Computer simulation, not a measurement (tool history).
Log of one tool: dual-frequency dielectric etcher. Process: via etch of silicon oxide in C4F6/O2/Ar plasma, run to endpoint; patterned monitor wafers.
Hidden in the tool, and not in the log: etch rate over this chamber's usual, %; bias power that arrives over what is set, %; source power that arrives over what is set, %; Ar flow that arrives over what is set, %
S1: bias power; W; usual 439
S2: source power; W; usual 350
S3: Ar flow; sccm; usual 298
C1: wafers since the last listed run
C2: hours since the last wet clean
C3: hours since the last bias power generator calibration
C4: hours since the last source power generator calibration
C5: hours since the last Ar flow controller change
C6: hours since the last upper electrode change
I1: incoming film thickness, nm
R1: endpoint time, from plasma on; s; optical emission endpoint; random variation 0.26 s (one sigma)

| run | hour | S1 | S2 | S3 | C1 | C2 | C3 | C4 | C5 | C6 | I1 | R1 |
|---|---|---|---|---|---|---|---|---|---|---|---|---|
| 1 | 0 | 439 | 350 | 298 | 0 | 273.8 | 1677.3 | 2505.7 | 3525.7 | 2658.5 | 172.5 | 39 |
| 2 | 12.4 | 439 | 310 | 298 | 234 | 286.2 | 1689.7 | 2518.1 | 3538.1 | 2670.9 | 171.7 | 40.1 |
| 3 | 23.7 | 439 | 310 | 298 | 213 | 297.5 | 1701 | 2529.4 | 3549.4 | 2682.2 | 173 | 40.2 |
| 4 | 58.3 | 439 | 310 | 298 | 653 | 332.1 | 1735.6 | 2564 | 3584 | 2716.8 | 172.5 | 40.2 |
|  | 77 | Ar flow controller replaced |
| 5 | 110.6 | 439 | 350 | 298 | 873 | 384.4 | 1787.9 | 2616.3 | 33.6 | 2769.1 | 171.4 | 37.7 |
|  | 142.1 | upper electrode replaced |
| 6 | 142.6 | 439 | 350 | 298 | 151 | 416.4 | 1819.9 | 2648.3 | 65.6 | 0.5 | 173.2 | 38.7 |
| 7 | 142.9 | 439 | 350 | 298 | 5 | 416.7 | 1820.2 | 2648.6 | 65.9 | 0.8 | 172.9 | 38.3 |
| 8 | 159.2 | 439 | 350 | 298 | 307 | 433 | 1836.5 | 2664.9 | 82.2 | 17.1 | 171.2 | 37.8 |
| 9 | 174.9 | 439 | 350 | 229 | 296 | 448.7 | 1852.2 | 2680.6 | 97.9 | 32.8 | 173.9 | 37.7 |
| 10 | 181.5 | 439 | 350 | 298 | 124 | 455.3 | 1858.8 | 2687.2 | 104.5 | 39.4 | 172.4 | 37.8 |
| 11 | 195.5 | 439 | 270 | 238 | 264 | 469.3 | 1872.8 | 2701.2 | 118.5 | 53.4 | 171.7 | 40.6 |
| 12 | 203.8 | 439 | 370 | 242 | 156 | 477.6 | 1881.1 | 2709.5 | 126.8 | 61.7 | 171.9 | 36.7 |
| 13 | 214.8 | 486 | 290 | 319 | 207 | 488.6 | 1892.1 | 2720.5 | 137.8 | 72.7 | 171.1 | 39.5 |
|  | 225.8 | source power generator calibrated |
| 14 | 229 | 439 | 420 | 369 | 192 | 502.8 | 1906.3 | 3.2 | 152 | 86.9 | 173.1 | 36.2 |
|  | 242.2 | bias power generator calibrated |
| 15 | 242.7 | 516 | 350 | 338 | 183 | 516.5 | 0.5 | 16.9 | 165.7 | 100.6 | 172.3 | 36.7 |
| 16 | 257.7 | 439 | 400 | 298 | 283 | 531.5 | 15.5 | 31.9 | 180.7 | 115.6 | 171 | 35.6 |
| 17 | 274.2 | 488 | 280 | 298 | 311 | 548 | 32 | 48.4 | 197.2 | 132.1 | 171.7 | 39.3 |
|  | 307.2 | wet clean of the chamber |
| 18 | 307.7 | 380 | 350 | 298 | 179 | 0.5 | 65.5 | 81.9 | 230.7 | 165.6 | 173.5 | 40.3 |
| 19 | 308.1 | 439 | 330 | 257 | 7 | 0.9 | 65.9 | 82.3 | 231.1 | 166 | 170.1 | 38.5 |
| 20 | 308.4 | 439 | 350 | 298 | 5 | 1.2 | 66.2 | 82.6 | 231.4 | 166.3 | 170.3 | 38.6 |
| 21 | 313.5 | 357 | 420 | 236 | 96 | 6.3 | 71.3 | 87.7 | 236.5 | 171.4 | 173.6 | 37.6 |
| 22 | 329.1 | 439 | 350 | 358 | 294 | 21.9 | 86.9 | 103.3 | 252.1 | 187 | 170.6 | 39.7 |
| 23 | 336.9 | 439 | 350 | 298 | 147 | 29.7 | 94.7 | 111.1 | 259.9 | 194.8 | 170.3 | 38.6 |
| 24 | 347.5 | 439 | 430 | 319 | 200 | 40.3 | 105.3 | 121.7 | 270.5 | 205.4 | 172.1 | 37 |
| 25 | 360.4 | 476 | 350 | 261 | 243 | 53.2 | 118.2 | 134.6 | 283.4 | 218.3 | 173.5 | 37.9 |
| 26 | 377.6 | 486 | 290 | 319 | 324 | 70.4 | 135.4 | 151.8 | 300.6 | 235.5 | 173 | 40.8 |
| 27 | 392.6 | 439 | 310 | 298 | 283 | 85.4 | 150.4 | 166.8 | 315.6 | 250.5 | 172.6 | 40.6 |
| 28 | 410.2 | 540 | 350 | 298 | 332 | 103 | 168 | 184.4 | 333.2 | 268.1 | 173.4 | 37.6 |
| 29 | 425.1 | 410 | 350 | 270 | 281 | 117.9 | 182.9 | 199.3 | 348.1 | 283 | 172 | 38.7 |
| 30 | 440.9 | 486 | 350 | 298 | 298 | 133.7 | 198.7 | 215.1 | 363.9 | 298.8 | 171.1 | 37.9 |

3 ways to go on from here, each from the tool as it stands after run 30. What would each give?
| A | 441.3 | 439 | 350 | 298 | 7 | 134.1 | 199.1 | 215.5 | 364.3 | 299.2 | 172.5 | ? |
| B | 441.3 | 439 | 350 | 352 | 7 | 134.1 | 199.1 | 215.5 | 364.3 | 299.2 | 172.5 | ? |
| C | 441.3 | 439 | 310 | 226 | 7 | 134.1 | 199.1 | 215.5 | 364.3 | 299.2 | 172.5 | ? |

| run | R1 |
|---|---|
| A | 39 |
| B | 39.6 |
| C | 39.4 |
Without the tool's hidden state the same runs would have given:
| run | R1 |
|---|---|
| A | 39.6 |
| B | 40.3 |
| C | 40.1 |

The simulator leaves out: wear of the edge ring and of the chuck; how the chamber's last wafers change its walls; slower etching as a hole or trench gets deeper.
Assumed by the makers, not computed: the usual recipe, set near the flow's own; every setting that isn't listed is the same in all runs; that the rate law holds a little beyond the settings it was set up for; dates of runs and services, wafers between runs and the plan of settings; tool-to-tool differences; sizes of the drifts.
